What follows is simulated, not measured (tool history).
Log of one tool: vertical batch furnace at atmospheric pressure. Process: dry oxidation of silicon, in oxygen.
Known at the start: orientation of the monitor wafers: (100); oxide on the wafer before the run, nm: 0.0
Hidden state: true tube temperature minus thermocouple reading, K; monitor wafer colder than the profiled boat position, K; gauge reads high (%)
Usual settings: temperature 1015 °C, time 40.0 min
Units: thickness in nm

run,hour,temperature,time,wafers since the last listed run,hours since the last temperature calibration,hours since the boat lift was adjusted,hours since the gauge calibration,"read-back reference wafer on the same gauge, thickness",thickness
1,0.0,1015,53.5,0,3547.5,1844.4,178.1,41.60,50.77
2,19.4,1015,53.5,296,3566.9,1863.8,197.5,41.61,50.72
3,37.4,1015,53.5,274,3584.9,1881.8,215.5,41.60,50.70
4,54.4,1015,40.0,259,3601.9,1898.8,232.5,41.60,42.41
5,73.5,1015,40.0,291,3621.0,1917.9,251.6,41.61,42.28
6,84.3,1015,40.0,164,3631.8,1928.7,262.4,41.61,42.23
7,101.4,1015,40.0,261,3648.9,1945.8,279.5,41.61,42.38
8,122.5,1015,40.0,322,3670.0,1966.9,300.6,41.59,42.20
9,143.2,1015,40.0,316,3690.7,1987.6,321.3,41.59,42.16
10,155.0,1006,28.5,180,3702.5,1999.4,333.1,41.60,31.81
11,173.9,1003,29.0,288,3721.4,2018.3,352.0,41.60,31.22
12,189.4,997,57.0,236,3736.9,2033.8,367.5,41.59,44.08
13,227.5,1015,40.0,581,3775.0,2071.9,405.6,41.60,42.10
14,239.9,1034,52.0,189,3787.4,2084.3,418.0,41.60,59.03
# hour 245.1: gauge calibrated
15,258.9,1028,55.5,290,3806.4,2103.3,13.8,41.61,58.36

Forecast run 16:
# hour 287.8: boat lift adjusted
# hour 294.0: thermocouples replaced and temperature profile calibrated
16,294.5,1015,40.0,82,0.5,6.7,49.4,?,?

{"run 16": {"read-back reference wafer on the same gauge, thickness": 41.6, "thickness": 43.36}}
Without the tool's hidden state the same run would have given thickness 43.39 nm.

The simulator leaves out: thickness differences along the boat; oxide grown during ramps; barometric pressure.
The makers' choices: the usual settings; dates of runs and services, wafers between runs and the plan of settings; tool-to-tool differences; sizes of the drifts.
